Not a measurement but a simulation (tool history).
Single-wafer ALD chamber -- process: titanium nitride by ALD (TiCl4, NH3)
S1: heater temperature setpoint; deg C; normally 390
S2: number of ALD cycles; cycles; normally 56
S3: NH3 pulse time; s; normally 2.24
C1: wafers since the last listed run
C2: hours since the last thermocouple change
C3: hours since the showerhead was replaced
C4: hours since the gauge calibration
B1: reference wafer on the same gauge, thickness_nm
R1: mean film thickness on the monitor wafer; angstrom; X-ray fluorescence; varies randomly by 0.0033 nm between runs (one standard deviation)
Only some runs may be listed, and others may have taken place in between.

run 1 hour=0.0 | S1=390 S2=56 S3=2.24 | C1=0 C2=1777.0 C3=4980.5 C4=12.6 | B1=1.558 | R1=13.47
run 2 hour=32.5 | S1=390 S2=63 S3=2.24 | C1=142 C2=1809.5 C3=5013.0 C4=45.1 | B1=1.561 | R1=15.17
run 3 hour=65.2 | S1=390 S2=63 S3=2.24 | C1=142 C2=1842.2 C3=5045.7 C4=77.8 | B1=1.564 | R1=15.24
run 4 hour=83.3 | S1=390 S2=63 S3=2.24 | C1=79 C2=1860.3 C3=5063.8 C4=95.9 | B1=1.566 | R1=15.26
run 5 hour=98.9 | S1=390 S2=56 S3=2.24 | C1=68 C2=1875.9 C3=5079.4 C4=111.5 | B1=1.569 | R1=13.54
run 6 hour=118.6 | S1=390 S2=56 S3=2.24 | C1=86 C2=1895.6 C3=5099.1 C4=131.2 | B1=1.569 | R1=13.53
run 7 hour=136.8 | S1=390 S2=56 S3=2.24 | C1=79 C2=1913.8 C3=5117.3 C4=149.4 | B1=1.569 | R1=13.53
run 8 hour=159.3 | S1=390 S2=56 S3=2.24 | C1=98 C2=1936.3 C3=5139.8 C4=171.9 | B1=1.571 | R1=13.61
-- hour=182.2 showerhead replaced
run 9 hour=194.3 | S1=390 S2=56 S3=2.24 | C1=118 C2=1971.3 C3=12.1 C4=206.9 | B1=1.575 | R1=13.64
run 10 hour=210.3 | S1=399 S2=47 S3=2.24 | C1=69 C2=1987.3 C3=28.1 C4=222.9 | B1=1.572 | R1=11.53
-- hour=251.8 thermocouple changed; heater temperature recalibrated
run 11 hour=306.3 | S1=397 S2=56 S3=1.36 | C1=384 C2=54.5 C3=124.1 C4=318.9 | B1=1.575 | R1=13.40
run 12 hour=340.7 | S1=401 S2=66 S3=2.83 | C1=150 C2=88.9 C3=158.5 C4=353.3 | B1=1.576 | R1=16.30
-- hour=355.2 gauge calibrated
run 13 hour=376.5 | S1=394 S2=56 S3=3.09 | C1=156 C2=124.7 C3=194.3 C4=21.3 | B1=1.552 | R1=13.61
run 14 hour=402.3 | S1=390 S2=56 S3=2.24 | C1=112 C2=150.5 C3=220.1 C4=47.1 | B1=1.556 | R1=13.47
run 15 hour=417.9 | S1=390 S2=56 S3=2.24 | C1=68 C2=166.1 C3=235.7 C4=62.7 | B1=1.561 | R1=13.47
run 16 hour=439.6 | S1=390 S2=56 S3=1.45 | C1=94 C2=187.8 C3=257.4 C4=84.4 | B1=1.561 | R1=13.17
run 17 hour=463.7 | S1=390 S2=46 S3=2.24 | C1=105 C2=211.9 C3=281.5 C4=108.5 | B1=1.564 | R1=11.14
run 18 hour=478.3 | S1=380 S2=56 S3=2.24 | C1=63 C2=226.5 C3=296.1 C4=123.1 | B1=1.564 | R1=13.35
run 19 hour=491.1 | S1=383 S2=49 S3=2.48 | C1=55 C2=239.3 C3=308.9 C4=135.9 | B1=1.565 | R1=11.89
run 20 hour=522.0 | S1=386 S2=56 S3=2.24 | C1=135 C2=270.2 C3=339.8 C4=166.8 | B1=1.565 | R1=13.48
run 21 hour=557.3 | S1=390 S2=56 S3=2.24 | C1=154 C2=305.5 C3=375.1 C4=202.1 | B1=1.568 | R1=13.61

Give the tool's hidden conditions for every run:
wafer temperature above the value expected at the setpoint (K): 0 in every run
H1: gauge reads high (%)
run=1 H1=0.438
run=2 H1=0.733
run=3 H1=0.959
run=4 H1=1.06
run=5 H1=1.14
run=6 H1=1.22
run=7 H1=1.28
run=8 H1=1.35
run=9 H1=1.43
run=10 H1=1.46
run=11 H1=1.58
run=12 H1=1.61
run=13 H1=0.221
run=14 H1=0.445
run=15 H1=0.559
run=16 H1=0.694
run=17 H1=0.818
run=18 H1=0.882
run=19 H1=0.932
run=20 H1=1.03
run=21 H1=1.12
